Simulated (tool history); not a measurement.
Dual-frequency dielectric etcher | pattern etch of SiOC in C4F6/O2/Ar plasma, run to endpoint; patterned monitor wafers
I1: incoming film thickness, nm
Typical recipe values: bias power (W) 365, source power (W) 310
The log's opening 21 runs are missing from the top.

Run 22, hour 231: usual settings but bias power (W) 443; I1 27.7. Result: endpoint time (s) 9.7.
Run 23, hour 247.4: usual settings but bias power (W) 306; I1 27.67. Result: endpoint time (s) 10.7.
Run 24, hour 264.6: usual settings but bias power (W) 294, source power (W) 380; I1 27.36. Result: endpoint time (s) 9.5.
Run 25, hour 277: usual settings but bias power (W) 394, source power (W) 270; I1 27.88. Result: endpoint time (s) 10.9.
Run 26, hour 293.5: usual settings; I1 27.59. Result: endpoint time (s) 10.2.
At hour 297.6: bias power generator calibrated.
Run 27, hour 301.3: usual settings but bias power (W) 389, source power (W) 370; I1 27.49. Result: endpoint time (s) 9.
Run 28, hour 309.8: usual settings but source power (W) 360; I1 27.25. Result: endpoint time (s) 9.2.
Run 29, hour 323.9: usual settings but bias power (W) 453; I1 27.8. Result: endpoint time (s) 9.6.
Run 30, hour 332.6: usual settings but bias power (W) 432, source power (W) 360; I1 27.58. Result: endpoint time (s) 8.9.
Run 31, hour 343.9: usual settings; I1 27.44. Result: endpoint time (s) 10.1.
Run 32, hour 353.7: usual settings but bias power (W) 282, source power (W) 250; I1 27.49. Result: endpoint time (s) 12.3.
Run 33, hour 367.6: usual settings; I1 27.51. Result: endpoint time (s) 10.
Run 34, hour 382.1: usual settings; I1 27.68. Result: endpoint time (s) 10.1.
Run 35, hour 393.4: usual settings but bias power (W) 446, source power (W) 260; I1 27.57. Result: endpoint time (s) 10.6.

Each row is a separate what-if for the run after 35, all from the same tool condition, not one after another. Results?
Run A, hour 393.8: usual settings; I1 27.84. Result: endpoint time (s) ?.
Run B, hour 393.8: usual settings but bias power (W) 297; I1 27.84. Result: endpoint time (s) ?.
Run C, hour 393.8: usual settings but bias power (W) 421, source power (W) 290; I1 27.84. Result: endpoint time (s) ?.
Run D, hour 393.8: usual settings but bias power (W) 332; I1 27.84. Result: endpoint time (s) ?.
Run E, hour 393.8: usual settings but bias power (W) 329, source power (W) 280; I1 27.84. Result: endpoint time (s) ?.

run  endpoint time (s)
  A               10.2
  B               10.8
  C               10.2
  D               10.5
  E               11.2
Stripped of hidden state, with their random variation kept, the same runs would have yielded:
run  endpoint time (s)
  A               10.4
  B                 11
  C               10.4
  D               10.6
  E               11.4
